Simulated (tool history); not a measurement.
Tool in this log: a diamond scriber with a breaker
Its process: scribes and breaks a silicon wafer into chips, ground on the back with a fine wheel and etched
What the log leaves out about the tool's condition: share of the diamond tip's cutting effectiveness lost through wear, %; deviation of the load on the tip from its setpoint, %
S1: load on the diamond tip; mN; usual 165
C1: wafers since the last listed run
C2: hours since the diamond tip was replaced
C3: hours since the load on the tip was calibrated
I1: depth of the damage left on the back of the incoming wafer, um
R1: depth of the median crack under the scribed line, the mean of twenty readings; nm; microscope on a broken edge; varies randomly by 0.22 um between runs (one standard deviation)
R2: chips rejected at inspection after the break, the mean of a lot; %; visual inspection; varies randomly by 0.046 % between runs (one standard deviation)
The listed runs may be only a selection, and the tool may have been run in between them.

run 1 hour=0.0 | S1=165 | C1=0 C2=164.8 C3=250.1 | I1=0.66 | R1=13030 R2=1.40
run 2 hour=31.0 | S1=165 | C1=92 C2=195.8 C3=281.1 | I1=0.34 | R1=13330 R2=1.47
run 3 hour=51.2 | S1=165 | C1=60 C2=216.0 C3=301.3 | I1=0.34 | R1=12860 R2=1.45
run 4 hour=79.4 | S1=165 | C1=84 C2=244.2 C3=329.5 | I1=0.34 | R1=13340 R2=1.48
run 5 hour=102.5 | S1=203 | C1=69 C2=267.3 C3=352.6 | I1=0.57 | R1=15470 R2=5.45
-- hour=106.2 diamond tip replaced by a new one
run 6 hour=122.7 | S1=203 | C1=54 C2=16.5 C3=372.8 | I1=0.69 | R1=15400 R2=5.84
run 7 hour=143.9 | S1=150 | C1=63 C2=37.7 C3=394.0 | I1=0.50 | R1=12540 R2=1.28
run 8 hour=166.4 | S1=150 | C1=67 C2=60.2 C3=416.5 | I1=0.55 | R1=12160 R2=1.30
run 9 hour=199.0 | S1=165 | C1=97 C2=92.8 C3=449.1 | I1=0.42 | R1=13670 R2=1.79
run 10 hour=216.3 | S1=191 | C1=51 C2=110.1 C3=466.4 | I1=0.59 | R1=15690 R2=4.32
run 11 hour=231.1 | S1=165 | C1=44 C2=124.9 C3=481.2 | I1=0.57 | R1=13420 R2=1.93
run 12 hour=264.4 | S1=196 | C1=99 C2=158.2 C3=514.5 | I1=0.67 | R1=15800 R2=5.65
run 13 hour=281.4 | S1=126 | C1=50 C2=175.2 C3=531.5 | I1=0.56 | R1=11390 R2=3.23
run 14 hour=316.1 | S1=178 | C1=103 C2=209.9 C3=566.2 | I1=0.71 | R1=14600 R2=3.73
run 15 hour=348.5 | S1=126 | C1=97 C2=242.3 C3=598.6 | I1=0.48 | R1=10990 R2=2.56
-- hour=377.0 load on the tip recalibrated
run 16 hour=383.3 | S1=115 | C1=98 C2=277.1 C3=6.3 | I1=0.55 | R1=9180 R2=10.39
-- hour=411.6 diamond tip replaced by a new one
run 17 hour=417.5 | S1=165 | C1=96 C2=5.9 C3=40.5 | I1=0.65 | R1=12730 R2=1.23
run 18 hour=445.4 | S1=189 | C1=83 C2=33.8 C3=68.4 | I1=0.39 | R1=14270 R2=2.34
run 19 hour=474.1 | S1=214 | C1=85 C2=62.5 C3=97.1 | I1=0.78 | R1=15090 R2=5.00
run 20 hour=494.5 | S1=140 | C1=61 C2=82.9 C3=117.5 | I1=0.70 | R1=10900 R2=3.04
run 21 hour=526.3 | S1=201 | C1=95 C2=114.7 C3=149.3 | I1=0.66 | R1=15030 R2=3.72
run 22 hour=542.6 | S1=146 | C1=48 C2=131.0 C3=165.6 | I1=0.74 | R1=11520 R2=2.10

Here are 4 independent what-if runs from the current tool condition. What would each one return?
run A hour=543.2 | S1=165 | C1=1 C2=131.6 C3=166.2 | I1=0.66 | R1=? R2=?
run B hour=543.2 | S1=127 | C1=1 C2=131.6 C3=166.2 | I1=0.66 | R1=? R2=?
run C hour=543.2 | S1=144 | C1=1 C2=131.6 C3=166.2 | I1=0.66 | R1=? R2=?
run D hour=543.2 | S1=137 | C1=1 C2=131.6 C3=166.2 | I1=0.66 | R1=? R2=?

run=A R1=12660 R2=1.30
run=B R1=10050 R2=5.71
run=C R1=11260 R2=2.41
run=D R1=10770 R2=3.45
With no hidden state in the tool, these same runs would have given:
run=A R1=12590 R2=1.30
run=B R1=9990 R2=5.93
run=C R1=11190 R2=2.53
run=D R1=10710 R2=3.61

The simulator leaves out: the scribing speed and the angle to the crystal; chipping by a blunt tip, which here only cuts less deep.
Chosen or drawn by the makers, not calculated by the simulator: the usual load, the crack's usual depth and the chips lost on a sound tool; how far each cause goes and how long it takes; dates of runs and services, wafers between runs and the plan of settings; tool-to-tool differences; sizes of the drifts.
